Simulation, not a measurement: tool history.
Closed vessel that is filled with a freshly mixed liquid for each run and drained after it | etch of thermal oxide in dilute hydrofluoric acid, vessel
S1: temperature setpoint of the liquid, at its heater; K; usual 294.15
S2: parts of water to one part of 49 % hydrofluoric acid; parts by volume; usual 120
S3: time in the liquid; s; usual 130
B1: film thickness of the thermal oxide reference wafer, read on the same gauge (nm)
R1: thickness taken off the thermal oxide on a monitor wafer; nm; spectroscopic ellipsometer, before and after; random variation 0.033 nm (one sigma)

Run 1, hour 0.0: usual settings but S1 293.15 K; B1 99.995. Result: R1 3.645 nm.
At hour 24.8: hydrofluoric acid flow meter replaced.
Run 2, hour 78.2: usual settings but S1 293.15 K; B1 99.968. Result: R1 3.941 nm.
Run 3, hour 143.7: usual settings but S1 293.15 K; B1 100.000. Result: R1 3.912 nm.
Run 4, hour 242.2: usual settings; B1 99.995. Result: R1 3.957 nm.
Run 5, hour 281.0: usual settings; B1 100.003. Result: R1 3.941 nm.
Run 6, hour 386.8: usual settings; B1 100.004. Result: R1 3.806 nm.
Run 7, hour 463.3: usual settings; B1 100.015. Result: R1 3.704 nm.
At hour 472.9: hydrofluoric acid flow meter replaced.
Run 8, hour 521.3: usual settings; B1 100.008. Result: R1 3.952 nm.
Run 9, hour 570.9: usual settings but S2 65 parts by volume, S3 180 s; B1 100.013. Result: R1 10.788 nm.
At hour 619.1: gauge calibrated.
Run 10, hour 631.0: usual settings but S1 296.15 K, S2 140 parts by volume, S3 50 s; B1 99.998. Result: R1 1.367 nm.
At hour 776.4: thermometer replaced.
Run 11, hour 859.5: usual settings but S2 75 parts by volume, S3 95 s; B1 100.000. Result: R1 5.014 nm.
Run 12, hour 939.8: usual settings but S1 290.15 K, S2 60 parts by volume, S3 160 s; B1 100.015. Result: R1 8.904 nm.
At hour 1030.6: hydrofluoric acid flow meter replaced.
Run 13, hour 1036.8: usual settings; B1 99.989. Result: R1 4.313 nm.
Run 14, hour 1088.3: usual settings but S2 145 parts by volume, S3 185 s; B1 99.990. Result: R1 4.840 nm.

Run 15 comes next. What will it give?
Run 15, hour 1144.7: usual settings but S1 290.65 K, S2 70 parts by volume; B1 ?. Result: R1 ?.

B1: 99.993
R1: 6.537 nm
Without the tool's hidden state the same run would have given R1 6.990 nm.
